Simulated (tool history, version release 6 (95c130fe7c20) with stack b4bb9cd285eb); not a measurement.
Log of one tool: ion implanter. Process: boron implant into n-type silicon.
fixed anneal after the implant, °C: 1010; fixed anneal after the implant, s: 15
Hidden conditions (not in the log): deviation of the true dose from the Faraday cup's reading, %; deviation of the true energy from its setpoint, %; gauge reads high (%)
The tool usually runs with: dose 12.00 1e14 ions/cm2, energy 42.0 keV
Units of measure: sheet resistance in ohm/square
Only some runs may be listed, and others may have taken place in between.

| run | hour | dose | energy | wafers since the last listed run | hours since the last dose calibration | hours since the extraction supply was calibrated | hours since the gauge calibration | read-back reference wafer on the same gauge, sheet resistance | sheet resistance |
|---|---|---|---|---|---|---|---|---|---|
| 1 | 0.0 | 12.00 | 42.0 | 0 | 1715.4 | 4525.0 | 299.2 | 105.04 | 95.54 |
| 2 | 29.2 | 12.00 | 42.0 | 371 | 1744.6 | 4554.2 | 328.4 | 104.98 | 95.63 |
| 3 | 65.1 | 12.00 | 42.0 | 456 | 1780.5 | 4590.1 | 364.3 | 104.95 | 95.26 |
| 4 | 117.8 | 9.77 | 48.0 | 670 | 1833.2 | 4642.8 | 417.0 | 104.91 | 112.21 |
| 5 | 175.2 | 9.77 | 48.0 | 730 | 1890.6 | 4700.2 | 474.4 | 104.81 | 112.24 |
| 6 | 244.4 | 9.77 | 48.0 | 880 | 1959.8 | 4769.4 | 543.6 | 104.79 | 112.92 |
| 7 | 272.1 | 12.00 | 49.5 | 352 | 1987.5 | 4797.1 | 571.3 | 104.87 | 95.14 |
| 8 | 298.0 | 12.00 | 49.5 | 329 | 2013.4 | 4823.0 | 597.2 | 104.90 | 95.54 |
|  | 339.3 | gauge calibrated |
| 9 | 366.7 | 12.00 | 42.0 | 873 | 2082.1 | 4891.7 | 27.4 | 104.88 | 96.80 |
|  | 390.1 | extraction supply calibrated |
| 10 | 391.6 | 12.00 | 42.0 | 214 | 2107.0 | 1.5 | 52.3 | 104.75 | 97.35 |
| 11 | 435.8 | 12.00 | 46.5 | 562 | 2151.2 | 45.7 | 96.5 | 104.88 | 96.62 |
| 12 | 484.1 | 9.77 | 48.0 | 614 | 2199.5 | 94.0 | 144.8 | 104.72 | 113.98 |
| 13 | 532.5 | 14.89 | 31.5 | 615 | 2247.9 | 142.4 | 193.2 | 105.00 | 83.04 |
|  | 579.3 | Faraday cup replaced and dose calibrated |
| 14 | 590.8 | 10.48 | 51.0 | 639 | 11.5 | 200.7 | 251.5 | 104.85 | 102.72 |
| 15 | 647.5 | 9.83 | 36.5 | 721 | 68.2 | 257.4 | 308.2 | 104.86 | 110.59 |
| 16 | 706.8 | 9.17 | 29.5 | 754 | 127.5 | 316.7 | 367.5 | 104.93 | 118.15 |
| 17 | 738.5 | 12.00 | 42.0 | 403 | 159.2 | 348.4 | 399.2 | 104.91 | 93.46 |
| 18 | 763.8 | 8.87 | 52.0 | 321 | 184.5 | 373.7 | 424.5 | 104.87 | 117.37 |
| 19 | 814.1 | 10.42 | 46.5 | 639 | 234.8 | 424.0 | 474.8 | 104.85 | 103.49 |
| 20 | 868.7 | 12.00 | 51.5 | 694 | 289.4 | 478.6 | 529.4 | 104.90 | 91.89 |

Forecast each of these 4 alternatives for the next run:
| A | 869.1 | 12.00 | 42.0 | 5 | 289.8 | 479.0 | 529.8 | ? | ? |
| B | 869.1 | 13.50 | 55.5 | 5 | 289.8 | 479.0 | 529.8 | ? | ? |
| C | 869.1 | 8.54 | 49.0 | 5 | 289.8 | 479.0 | 529.8 | ? | ? |
| D | 869.1 | 9.77 | 37.5 | 5 | 289.8 | 479.0 | 529.8 | ? | ? |

| run | read-back reference wafer on the same gauge, sheet resistance | sheet resistance |
|---|---|---|
| A | 104.94 | 93.51 |
| B | 104.94 | 83.66 |
| C | 104.94 | 122.07 |
| D | 104.94 | 111.12 |
With no hidden state in the tool, these same runs would have given:
| run | sheet resistance |
|---|---|
| A | 93.38 |
| B | 83.55 |
| C | 121.91 |
| D | 110.97 |
